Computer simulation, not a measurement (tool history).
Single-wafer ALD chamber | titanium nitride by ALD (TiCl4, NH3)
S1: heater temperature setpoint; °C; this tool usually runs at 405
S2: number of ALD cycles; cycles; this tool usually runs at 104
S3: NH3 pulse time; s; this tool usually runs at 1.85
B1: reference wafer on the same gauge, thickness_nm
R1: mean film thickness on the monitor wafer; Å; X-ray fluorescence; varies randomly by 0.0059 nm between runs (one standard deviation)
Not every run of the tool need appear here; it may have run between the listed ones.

run 1 day=0 | S1=405 S2=104 S3=1.85 | B1=2.196 | R1=23.18
run 2 day=9.679 | S1=405 S2=104 S3=1.85 | B1=2.186 | R1=23.15
run 3 day=12.662 | S1=405 S2=104 S3=1.85 | B1=2.184 | R1=23.15
run 4 day=16.362 | S1=405 S2=104 S3=1.85 | B1=2.177 | R1=23.12
run 5 day=18.379 | S1=405 S2=104 S3=1.85 | B1=2.174 | R1=22.98
run 6 day=21.521 | S1=405 S2=117 S3=1.85 | B1=2.17 | R1=25.81
run 7 day=25.388 | S1=413 S2=104 S3=2.18 | B1=2.164 | R1=23.24
run 8 day=28.179 | S1=413 S2=104 S3=2.18 | B1=2.159 | R1=23.04
run 9 day=32.471 | S1=413 S2=104 S3=2.18 | B1=2.151 | R1=23.05
run 10 day=36.075 | S1=405 S2=104 S3=1.85 | B1=2.144 | R1=22.65
run 11 day=39.292 | S1=414 S2=122 S3=2.3 | B1=2.135 | R1=26.8
-- day=39.354 gauge calibrated
run 12 day=43.033 | S1=405 S2=104 S3=1.85 | B1=2.216 | R1=23.46
run 13 day=47.483 | S1=413 S2=86 S3=2.16 | B1=2.213 | R1=19.64
run 14 day=51.133 | S1=405 S2=95 S3=1.85 | B1=2.213 | R1=21.51
-- day=57.542 thermocouple changed; heater temperature recalibrated
-- day=61.25 showerhead replaced
run 15 day=62.621 | S1=405 S2=104 S3=1.85 | B1=2.204 | R1=23.49
run 16 day=67.062 | S1=396 S2=113 S3=1.11 | B1=2.2 | R1=23.95
run 17 day=70.092 | S1=405 S2=104 S3=1.85 | B1=2.195 | R1=23.28
run 18 day=74.067 | S1=405 S2=87 S3=2.44 | B1=2.191 | R1=19.74
run 19 day=76.808 | S1=395 S2=104 S3=1.85 | B1=2.187 | R1=22.99
run 20 day=79.846 | S1=413 S2=88 S3=1.85 | B1=2.182 | R1=19.67
run 21 day=83.396 | S1=405 S2=123 S3=2.12 | B1=2.175 | R1=27.29

Selected run-to-run steps in R1, each split into two signed amounts: the part the tool would show with no hidden state at all (from settings, incoming material and random variation), and the remainder, which goes to the hidden state together with any gauge scatter not common to the measured and the hidden-state-free results:
Hidden state present: wafer temperature above the value expected at the setpoint (K); gauge reads high (%).
Run 10 -> 11: S1 405 -> 414, S2 104 -> 122, S3 1.85 -> 2.3. R1 +4.15 Å: hidden state -0.23, all else +4.38.
Run 11 -> 12: S1 414 -> 405, S2 122 -> 104, S3 2.3 -> 1.85, gauge calibrated. R1 -3.34 Å: hidden state +0.98, all else -4.32.
Run 20 -> 21: S1 413 -> 405, S2 88 -> 123, S3 1.85 -> 2.12. R1 +7.62 Å: hidden state -0.18, all else +7.8.
